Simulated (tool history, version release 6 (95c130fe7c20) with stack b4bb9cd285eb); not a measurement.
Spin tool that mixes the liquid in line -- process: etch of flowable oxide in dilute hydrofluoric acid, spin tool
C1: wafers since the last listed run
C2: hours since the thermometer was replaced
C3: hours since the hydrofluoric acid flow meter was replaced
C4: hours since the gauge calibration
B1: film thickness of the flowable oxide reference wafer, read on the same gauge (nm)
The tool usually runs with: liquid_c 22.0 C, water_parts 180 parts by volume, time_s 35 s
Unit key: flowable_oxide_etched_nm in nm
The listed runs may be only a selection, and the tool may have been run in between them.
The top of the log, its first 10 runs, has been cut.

run 11 hour=698.8 | liquid_c=25.0 water_parts=205 time_s=35 | C1=616 C2=893.5 C3=246.5 C4=309.7 | B1=130.03 | flowable_oxide_etched_nm=9.90
-- hour=774.2 thermometer replaced
run 12 hour=802.2 | liquid_c=17.5 water_parts=125 time_s=55 | C1=1738 C2=28.0 C3=349.9 C4=413.1 | B1=129.97 | flowable_oxide_etched_nm=20.56
run 13 hour=881.0 | liquid_c=22.0 water_parts=235 time_s=50 | C1=1338 C2=106.8 C3=428.7 C4=491.9 | B1=129.98 | flowable_oxide_etched_nm=10.60
run 14 hour=953.8 | liquid_c=22.0 water_parts=135 time_s=35 | C1=1236 C2=179.6 C3=501.5 C4=564.7 | B1=129.99 | flowable_oxide_etched_nm=14.41
run 15 hour=1075.8 | liquid_c=24.0 water_parts=225 time_s=45 | C1=2071 C2=301.6 C3=623.5 C4=686.7 | B1=130.03 | flowable_oxide_etched_nm=10.80
run 16 hour=1163.7 | liquid_c=26.5 water_parts=150 time_s=40 | C1=1492 C2=389.5 C3=711.4 C4=774.6 | B1=130.03 | flowable_oxide_etched_nm=17.23
run 17 hour=1221.3 | liquid_c=22.0 water_parts=180 time_s=35 | C1=978 C2=447.1 C3=769.0 C4=832.2 | B1=130.00 | flowable_oxide_etched_nm=10.24
run 18 hour=1296.6 | liquid_c=22.0 water_parts=110 time_s=35 | C1=1278 C2=522.4 C3=844.3 C4=907.5 | B1=129.98 | flowable_oxide_etched_nm=18.08
run 19 hour=1394.5 | liquid_c=17.5 water_parts=255 time_s=45 | C1=1662 C2=620.3 C3=942.2 C4=1005.4 | B1=130.01 | flowable_oxide_etched_nm=7.20
-- hour=1545.3 hydrofluoric acid flow meter replaced
run 20 hour=1696.7 | liquid_c=22.0 water_parts=180 time_s=35 | C1=5115 C2=922.5 C3=151.4 C4=1307.6 | B1=129.99 | flowable_oxide_etched_nm=10.36
run 21 hour=1766.2 | liquid_c=25.0 water_parts=180 time_s=25 | C1=1180 C2=992.0 C3=220.9 C4=1377.1 | B1=129.99 | flowable_oxide_etched_nm=8.23
run 22 hour=1859.6 | liquid_c=23.5 water_parts=230 time_s=45 | C1=1586 C2=1085.4 C3=314.3 C4=1470.5 | B1=130.02 | flowable_oxide_etched_nm=10.45
run 23 hour=1950.6 | liquid_c=25.0 water_parts=250 time_s=35 | C1=1545 C2=1176.4 C3=405.3 C4=1561.5 | B1=130.02 | flowable_oxide_etched_nm=7.67
run 24 hour=2028.5 | liquid_c=24.5 water_parts=270 time_s=50 | C1=1322 C2=1254.3 C3=483.2 C4=1639.4 | B1=129.97 | flowable_oxide_etched_nm=9.80
-- hour=2031.7 thermometer replaced
run 25 hour=2064.9 | liquid_c=19.0 water_parts=130 time_s=50 | C1=601 C2=33.2 C3=519.6 C4=1675.8 | B1=129.96 | flowable_oxide_etched_nm=18.93
run 26 hour=2103.3 | liquid_c=22.0 water_parts=250 time_s=15 | C1=652 C2=71.6 C3=558.0 C4=1714.2 | B1=130.05 | flowable_oxide_etched_nm=2.95
-- hour=2178.2 gauge calibrated
run 27 hour=2191.1 | liquid_c=22.0 water_parts=180 time_s=35 | C1=1491 C2=159.4 C3=645.8 C4=12.9 | B1=130.02 | flowable_oxide_etched_nm=10.27
run 28 hour=2281.6 | liquid_c=22.0 water_parts=180 time_s=25 | C1=1536 C2=249.9 C3=736.3 C4=103.4 | B1=129.99 | flowable_oxide_etched_nm=7.30
run 29 hour=2356.2 | liquid_c=17.0 water_parts=180 time_s=45 | C1=1266 C2=324.5 C3=810.9 C4=178.0 | B1=129.97 | flowable_oxide_etched_nm=10.80
run 30 hour=2394.1 | liquid_c=25.0 water_parts=240 time_s=45 | C1=643 C2=362.4 C3=848.8 C4=215.9 | B1=129.99 | flowable_oxide_etched_nm=10.32
run 31 hour=2486.2 | liquid_c=22.0 water_parts=215 time_s=35 | C1=1564 C2=454.5 C3=940.9 C4=308.0 | B1=129.93 | flowable_oxide_etched_nm=8.19
run 32 hour=2593.3 | liquid_c=26.5 water_parts=215 time_s=50 | C1=1818 C2=561.6 C3=1048.0 C4=415.1 | B1=129.98 | flowable_oxide_etched_nm=13.77
-- hour=2666.8 hydrofluoric acid flow meter replaced
run 33 hour=2673.1 | liquid_c=19.0 water_parts=110 time_s=35 | C1=1338 C2=641.4 C3=6.3 C4=494.9 | B1=130.01 | flowable_oxide_etched_nm=16.21
run 34 hour=2760.2 | liquid_c=19.5 water_parts=135 time_s=25 | C1=1479 C2=728.5 C3=93.4 C4=582.0 | B1=130.02 | flowable_oxide_etched_nm=9.38

Each row is a separate what-if for the run after 34, all from the same tool condition, not one after another. Results?
run A hour=2760.6 | liquid_c=22.0 water_parts=180 time_s=35 | C1=6 C2=728.9 C3=93.8 C4=582.4 | B1=? | flowable_oxide_etched_nm=?
run B hour=2760.6 | liquid_c=22.0 water_parts=150 time_s=35 | C1=6 C2=728.9 C3=93.8 C4=582.4 | B1=? | flowable_oxide_etched_nm=?
run C hour=2760.6 | liquid_c=22.0 water_parts=115 time_s=35 | C1=6 C2=728.9 C3=93.8 C4=582.4 | B1=? | flowable_oxide_etched_nm=?

run=A B1=130.05 flowable_oxide_etched_nm=10.29
run=B B1=130.05 flowable_oxide_etched_nm=12.75
run=C B1=130.05 flowable_oxide_etched_nm=17.29
Without the tool's unlogged condition, the same runs would have read:
run=A flowable_oxide_etched_nm=10.32
run=B flowable_oxide_etched_nm=12.79
run=C flowable_oxide_etched_nm=17.34

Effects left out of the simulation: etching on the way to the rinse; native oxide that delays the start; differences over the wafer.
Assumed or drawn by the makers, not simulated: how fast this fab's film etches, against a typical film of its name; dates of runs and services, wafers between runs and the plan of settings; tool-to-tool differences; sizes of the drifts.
